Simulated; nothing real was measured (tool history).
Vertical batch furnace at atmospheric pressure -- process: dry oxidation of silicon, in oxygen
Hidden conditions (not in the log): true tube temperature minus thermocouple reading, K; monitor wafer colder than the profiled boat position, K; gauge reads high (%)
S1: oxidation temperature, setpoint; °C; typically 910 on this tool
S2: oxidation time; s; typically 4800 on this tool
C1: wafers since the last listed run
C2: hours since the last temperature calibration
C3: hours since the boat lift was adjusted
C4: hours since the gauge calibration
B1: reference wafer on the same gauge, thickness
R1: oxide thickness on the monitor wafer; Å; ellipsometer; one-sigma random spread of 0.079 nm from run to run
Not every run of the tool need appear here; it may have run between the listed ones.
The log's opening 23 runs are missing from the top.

{"run": 24, "hour": 1871.8, "S1": 897, "S2": 4800, "C1": 1226, "C2": 736.1, "C3": 505.5, "C4": 678.0, "B1": 20.79, "R1": 218.8}
{"run": 25, "hour": 1947.4, "S1": 932, "S2": 3570, "C1": 865, "C2": 811.7, "C3": 581.1, "C4": 753.6, "B1": 20.81, "R1": 254.5}
{"run": 26, "hour": 2199.9, "S1": 923, "S2": 6420, "C1": 2891, "C2": 1064.2, "C3": 833.6, "C4": 1006.1, "B1": 20.79, "R1": 345.9}
{"run": 27, "hour": 2307.5, "S1": 893, "S2": 3030, "C1": 1232, "C2": 1171.8, "C3": 941.2, "C4": 1113.7, "B1": 20.8, "R1": 154.9}
{"run": 28, "hour": 2369.4, "S1": 927, "S2": 2820, "C1": 708, "C2": 1233.7, "C3": 1003.1, "C4": 1175.6, "B1": 20.81, "R1": 206.4}
{"run": 29, "hour": 2447.8, "S1": 910, "S2": 4800, "C1": 897, "C2": 1312.1, "C3": 1081.5, "C4": 1254.0, "B1": 20.8, "R1": 250.4}
{"run": 30, "hour": 2555.3, "S1": 929, "S2": 5940, "C1": 1230, "C2": 1419.6, "C3": 1189.0, "C4": 1361.5, "B1": 20.79, "R1": 348.7}
{"run": 31, "hour": 2607.9, "S1": 899, "S2": 3000, "C1": 602, "C2": 1472.2, "C3": 1241.6, "C4": 1414.1, "B1": 20.8, "R1": 163.9}

Each row is a separate what-if for the run after 31, all from the same tool condition, not one after another. Results?
{"run": "A", "hour": 2614.0, "S1": 890, "S2": 4800, "C1": 69, "C2": 1478.3, "C3": 1247.7, "C4": 1420.2, "B1": "?", "R1": "?"}
{"run": "B", "hour": 2614.0, "S1": 910, "S2": 3330, "C1": 69, "C2": 1478.3, "C3": 1247.7, "C4": 1420.2, "B1": "?", "R1": "?"}
{"run": "C", "hour": 2614.0, "S1": 910, "S2": 4140, "C1": 69, "C2": 1478.3, "C3": 1247.7, "C4": 1420.2, "B1": "?", "R1": "?"}

run=A B1=20.80 R1=203.9
run=B B1=20.80 R1=196.5
run=C B1=20.80 R1=226.7
Stripped of hidden state, with their random variation kept, the same runs would have yielded:
run=A R1=204.4
run=B R1=197.0
run=C R1=227.3

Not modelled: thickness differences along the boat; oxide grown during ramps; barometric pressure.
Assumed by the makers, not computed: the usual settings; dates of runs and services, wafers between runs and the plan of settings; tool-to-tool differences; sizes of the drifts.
